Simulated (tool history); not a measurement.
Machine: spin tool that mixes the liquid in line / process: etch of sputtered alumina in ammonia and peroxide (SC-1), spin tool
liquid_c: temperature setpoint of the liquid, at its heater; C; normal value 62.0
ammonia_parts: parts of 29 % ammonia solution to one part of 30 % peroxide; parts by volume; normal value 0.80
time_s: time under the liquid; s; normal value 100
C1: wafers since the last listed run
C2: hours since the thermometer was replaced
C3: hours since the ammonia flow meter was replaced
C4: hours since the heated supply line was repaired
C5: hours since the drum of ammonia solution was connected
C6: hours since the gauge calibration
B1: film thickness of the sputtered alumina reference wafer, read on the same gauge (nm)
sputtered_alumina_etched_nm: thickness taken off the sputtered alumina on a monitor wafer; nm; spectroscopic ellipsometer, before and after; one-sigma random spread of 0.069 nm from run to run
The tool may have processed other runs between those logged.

Run 1, hour 0.0: usual settings; C1 0; C2 118.2; C3 388.7; C4 3834.1; C5 390.4; C6 1230.0; B1 39.98. Result: sputtered_alumina_etched_nm 12.09 nm.
Run 2, hour 57.8: usual settings; C1 572; C2 176.0; C3 446.5; C4 3891.9; C5 448.2; C6 1287.8; B1 40.01. Result: sputtered_alumina_etched_nm 11.91 nm.
Run 3, hour 82.1: usual settings; C1 240; C2 200.3; C3 470.8; C4 3916.2; C5 472.5; C6 1312.1; B1 40.01. Result: sputtered_alumina_etched_nm 11.92 nm.
At hour 105.8: gauge calibrated.
Run 4, hour 107.7: usual settings but liquid_c 66.0 C, time_s 70 s; C1 253; C2 225.9; C3 496.4; C4 3941.8; C5 498.1; C6 1.9; B1 39.97. Result: sputtered_alumina_etched_nm 10.18 nm.
Run 5, hour 133.2: usual settings; C1 252; C2 251.4; C3 521.9; C4 3967.3; C5 523.6; C6 27.4; B1 39.97. Result: sputtered_alumina_etched_nm 12.07 nm.
At hour 134.5: ammonia flow meter replaced.
Run 6, hour 189.7: usual settings but liquid_c 57.0 C, ammonia_parts 0.70 parts by volume, time_s 135 s; C1 549; C2 307.9; C3 55.2; C4 4023.8; C5 580.1; C6 83.9; B1 40.00. Result: sputtered_alumina_etched_nm 12.25 nm.
Run 7, hour 222.2: usual settings; C1 321; C2 340.4; C3 87.7; C4 4056.3; C5 612.6; C6 116.4; B1 40.03. Result: sputtered_alumina_etched_nm 12.02 nm.
Run 8, hour 236.1: usual settings; C1 137; C2 354.3; C3 101.6; C4 4070.2; C5 626.5; C6 130.3; B1 39.98. Result: sputtered_alumina_etched_nm 12.07 nm.
At hour 243.2: new drum of ammonia solution connected.
Run 9, hour 251.8: usual settings; C1 145; C2 370.0; C3 117.3; C4 4085.9; C5 8.6; C6 146.0; B1 40.00. Result: sputtered_alumina_etched_nm 12.07 nm.
Run 10, hour 265.3: usual settings; C1 133; C2 383.5; C3 130.8; C4 4099.4; C5 22.1; C6 159.5; B1 39.98. Result: sputtered_alumina_etched_nm 12.12 nm.
Run 11, hour 279.9: usual settings but liquid_c 55.0 C; C1 144; C2 398.1; C3 145.4; C4 4114.0; C5 36.7; C6 174.1; B1 39.99. Result: sputtered_alumina_etched_nm 8.37 nm.
Run 12, hour 307.2: usual settings but liquid_c 59.0 C, ammonia_parts 0.50 parts by volume, time_s 70 s; C1 270; C2 425.4; C3 172.7; C4 4141.3; C5 64.0; C6 201.4; B1 40.03. Result: sputtered_alumina_etched_nm 6.88 nm.
Run 13, hour 326.2: usual settings but ammonia_parts 0.60 parts by volume, time_s 125 s; C1 188; C2 444.4; C3 191.7; C4 4160.3; C5 83.0; C6 220.4; B1 39.98. Result: sputtered_alumina_etched_nm 14.70 nm.
Run 14, hour 341.9: usual settings; C1 155; C2 460.1; C3 207.4; C4 4176.0; C5 98.7; C6 236.1; B1 40.03. Result: sputtered_alumina_etched_nm 11.96 nm.
Run 15, hour 375.1: usual settings but ammonia_parts 1.15 parts by volume; C1 328; C2 493.3; C3 240.6; C4 4209.2; C5 131.9; C6 269.3; B1 40.01. Result: sputtered_alumina_etched_nm 12.52 nm.
At hour 390.1: heated supply line repaired.
Run 16, hour 401.6: usual settings but ammonia_parts 1.05 parts by volume; C1 252; C2 519.8; C3 267.1; C4 11.5; C5 158.4; C6 295.8; B1 40.03. Result: sputtered_alumina_etched_nm 12.30 nm.
Run 17, hour 425.8: usual settings; C1 239; C2 544.0; C3 291.3; C4 35.7; C5 182.6; C6 320.0; B1 40.02. Result: sputtered_alumina_etched_nm 12.06 nm.
Run 18, hour 457.6: usual settings but ammonia_parts 0.40 parts by volume, time_s 130 s; C1 314; C2 575.8; C3 323.1; C4 67.5; C5 214.4; C6 351.8; B1 40.00. Result: sputtered_alumina_etched_nm 14.55 nm.
Run 19, hour 478.6: usual settings but ammonia_parts 1.10 parts by volume, time_s 55 s; C1 207; C2 596.8; C3 344.1; C4 88.5; C5 235.4; C6 372.8; B1 40.02. Result: sputtered_alumina_etched_nm 6.71 nm.
Run 20, hour 509.7: usual settings but liquid_c 52.5 C, ammonia_parts 1.05 parts by volume; C1 307; C2 627.9; C3 375.2; C4 119.6; C5 266.5; C6 403.9; B1 40.03. Result: sputtered_alumina_etched_nm 7.51 nm.
Run 21, hour 530.4: usual settings but liquid_c 67.5 C, ammonia_parts 0.60 parts by volume, time_s 70 s; C1 204; C2 648.6; C3 395.9; C4 140.3; C5 287.2; C6 424.6; B1 40.01. Result: sputtered_alumina_etched_nm 10.77 nm.
Run 22, hour 547.1: usual settings; C1 165; C2 665.3; C3 412.6; C4 157.0; C5 303.9; C6 441.3; B1 39.99. Result: sputtered_alumina_etched_nm 11.98 nm.
Run 23, hour 571.1: usual settings; C1 237; C2 689.3; C3 436.6; C4 181.0; C5 327.9; C6 465.3; B1 40.04. Result: sputtered_alumina_etched_nm 12.01 nm.
Run 24, hour 605.8: usual settings but ammonia_parts 0.45 parts by volume; C1 343; C2 724.0; C3 471.3; C4 215.7; C5 362.6; C6 500.0; B1 40.01. Result: sputtered_alumina_etched_nm 11.41 nm.
Run 25, hour 627.4: usual settings but liquid_c 66.0 C, ammonia_parts 1.05 parts by volume, time_s 45 s; C1 213; C2 745.6; C3 492.9; C4 237.3; C5 384.2; C6 521.6; B1 40.00. Result: sputtered_alumina_etched_nm 6.74 nm.

Each row is a separate what-if for the run after 25, all from the same tool condition, not one after another. Results?
Run A, hour 627.8: usual settings; C1 3; C2 746.0; C3 493.3; C4 237.7; C5 384.6; C6 522.0; B1 ?. Result: sputtered_alumina_etched_nm ?.
Run B, hour 627.8: usual settings but liquid_c 55.0 C, ammonia_parts 1.00 parts by volume, time_s 40 s; C1 3; C2 746.0; C3 493.3; C4 237.7; C5 384.6; C6 522.0; B1 ?. Result: sputtered_alumina_etched_nm ?.
Run C, hour 627.8: usual settings but liquid_c 70.0 C, ammonia_parts 0.50 parts by volume, time_s 140 s; C1 3; C2 746.0; C3 493.3; C4 237.7; C5 384.6; C6 522.0; B1 ?. Result: sputtered_alumina_etched_nm ?.
Run D, hour 627.8: usual settings but liquid_c 69.5 C, time_s 65 s; C1 3; C2 746.0; C3 493.3; C4 237.7; C5 384.6; C6 522.0; B1 ?. Result: sputtered_alumina_etched_nm ?.

run     B1  sputtered_alumina_etched_nm
  A  40.00                        11.94
  B  40.00                         3.39
  C  40.00                        23.73
  D  40.00                        11.24
With no hidden state in the tool, these same runs would have given:
run  sputtered_alumina_etched_nm
  A                        11.94
  B                         3.39
  C                        23.73
  D                        11.24
